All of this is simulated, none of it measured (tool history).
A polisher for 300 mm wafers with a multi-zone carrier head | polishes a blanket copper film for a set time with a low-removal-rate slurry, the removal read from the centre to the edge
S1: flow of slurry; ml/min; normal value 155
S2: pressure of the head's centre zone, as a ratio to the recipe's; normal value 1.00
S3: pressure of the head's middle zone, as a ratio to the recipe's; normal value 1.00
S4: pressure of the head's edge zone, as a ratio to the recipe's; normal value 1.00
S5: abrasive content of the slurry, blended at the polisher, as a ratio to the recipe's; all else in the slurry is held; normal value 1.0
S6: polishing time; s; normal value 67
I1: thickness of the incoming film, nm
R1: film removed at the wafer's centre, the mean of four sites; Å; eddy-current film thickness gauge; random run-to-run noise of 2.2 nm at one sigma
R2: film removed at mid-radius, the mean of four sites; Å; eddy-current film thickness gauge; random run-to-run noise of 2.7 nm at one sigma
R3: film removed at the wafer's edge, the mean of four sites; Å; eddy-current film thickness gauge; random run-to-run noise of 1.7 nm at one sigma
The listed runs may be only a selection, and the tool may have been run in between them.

run 1 day=0.000 | S1=155 S2=1.00 S3=1.00 S4=1.00 S5=1.0 S6=67 | I1=1000.3 | R1=1977 R2=1979 R3=1995
-- day=0.458 worn pad replaced by a new one
run 2 day=1.871 | S1=155 S2=1.00 S3=1.00 S4=1.00 S5=1.0 S6=67 | I1=1003.0 | R1=1988 R2=2037 R3=1992
run 3 day=3.958 | S1=135 S2=0.96 S3=1.00 S4=1.00 S5=1.0 S6=67 | I1=998.8 | R1=1796 R2=1914 R3=1930
-- day=5.962 edge zone pressure recalibrated
-- day=10.946 worn pad replaced by a new one
run 4 day=11.988 | S1=155 S2=0.96 S3=1.00 S4=1.00 S5=1.0 S6=67 | I1=1004.7 | R1=1824 R2=1954 R3=1915
run 5 day=13.917 | S1=155 S2=0.96 S3=1.00 S4=1.00 S5=1.0 S6=67 | I1=993.5 | R1=1839 R2=1907 R3=1904
-- day=15.817 slurry nozzle cleaned
-- day=16.567 carrier head's membrane replaced by a new one, of another model than before
-- day=19.725 edge zone pressure recalibrated
run 6 day=19.950 | S1=155 S2=0.91 S3=0.95 S4=1.00 S5=1.0 S6=67 | I1=999.7 | R1=1688 R2=1926 R3=1972
-- day=20.883 worn pad replaced by a new one
run 7 day=21.829 | S1=155 S2=0.91 S3=0.95 S4=1.00 S5=1.0 S6=67 | I1=983.5 | R1=1678 R2=1883 R3=1957
run 8 day=23.112 | S1=155 S2=0.91 S3=0.95 S4=1.00 S5=1.0 S6=67 | I1=989.6 | R1=1663 R2=1880 R3=1942
run 9 day=24.900 | S1=155 S2=1.00 S3=1.00 S4=1.00 S5=1.0 S6=67 | I1=990.3 | R1=1953 R2=1961 R3=1955
-- day=26.958 centre zone pressure recalibrated
run 10 day=27.175 | S1=155 S2=0.89 S3=1.00 S4=1.07 S5=1.0 S6=67 | I1=1015.6 | R1=1569 R2=1925 R3=2007
-- day=30.021 worn pad replaced by a new one
run 11 day=33.692 | S1=135 S2=0.96 S3=1.00 S4=1.00 S5=1.0 S6=67 | I1=997.3 | R1=1635 R2=1764 R3=1828
-- day=33.875 edge zone pressure recalibrated
-- day=34.354 slurry nozzle cleaned
run 12 day=34.846 | S1=155 S2=0.95 S3=1.07 S4=1.00 S5=1.0 S6=67 | I1=985.6 | R1=1803 R2=2190 R3=1974
run 13 day=37.225 | S1=125 S2=1.00 S3=1.00 S4=1.06 S5=1.0 S6=67 | I1=1000.1 | R1=1865 R2=1876 R3=1953
-- day=38.767 worn pad replaced by a new one
run 14 day=39.108 | S1=100 S2=1.00 S3=1.00 S4=1.00 S5=1.0 S6=79 | I1=999.9 | R1=2033 R2=2063 R3=2091
run 15 day=44.833 | S1=170 S2=1.00 S3=1.00 S4=0.91 S5=1.2 S6=67 | I1=997.4 | R1=2050 R2=2034 R3=1952
-- day=48.479 slurry nozzle cleaned
-- day=48.900 worn pad replaced by a new one
run 16 day=49.212 | S1=155 S2=1.00 S3=1.00 S4=1.00 S5=1.0 S6=67 | I1=1007.3 | R1=1954 R2=2001 R3=1976
-- day=49.333 edge zone pressure recalibrated
run 17 day=50.575 | S1=180 S2=1.00 S3=1.00 S4=1.00 S5=1.0 S6=67 | I1=1006.7 | R1=2094 R2=2066 R3=1989

Here are 3 independent what-if runs from the current tool condition. What would each one return?
run A day=50.592 | S1=155 S2=0.89 S3=1.00 S4=1.00 S5=1.0 S6=67 | I1=1018.6 | R1=? R2=? R3=?
run B day=50.592 | S1=125 S2=1.00 S3=1.00 S4=0.96 S5=1.0 S6=67 | I1=1018.6 | R1=? R2=? R3=?
run C day=50.592 | S1=155 S2=1.03 S3=1.00 S4=1.00 S5=1.1 S6=75 | I1=1018.6 | R1=? R2=? R3=?

run=A R1=1617 R2=1975 R3=1974
run=B R1=1889 R2=1877 R3=1872
run=C R1=2390 R2=2241 R3=2242
With no hidden state in the tool, these same runs would have given:
run=A R1=1621 R2=1979 R3=1977
run=B R1=1895 R2=1882 R3=1876
run=C R1=2396 R2=2246 R3=2246

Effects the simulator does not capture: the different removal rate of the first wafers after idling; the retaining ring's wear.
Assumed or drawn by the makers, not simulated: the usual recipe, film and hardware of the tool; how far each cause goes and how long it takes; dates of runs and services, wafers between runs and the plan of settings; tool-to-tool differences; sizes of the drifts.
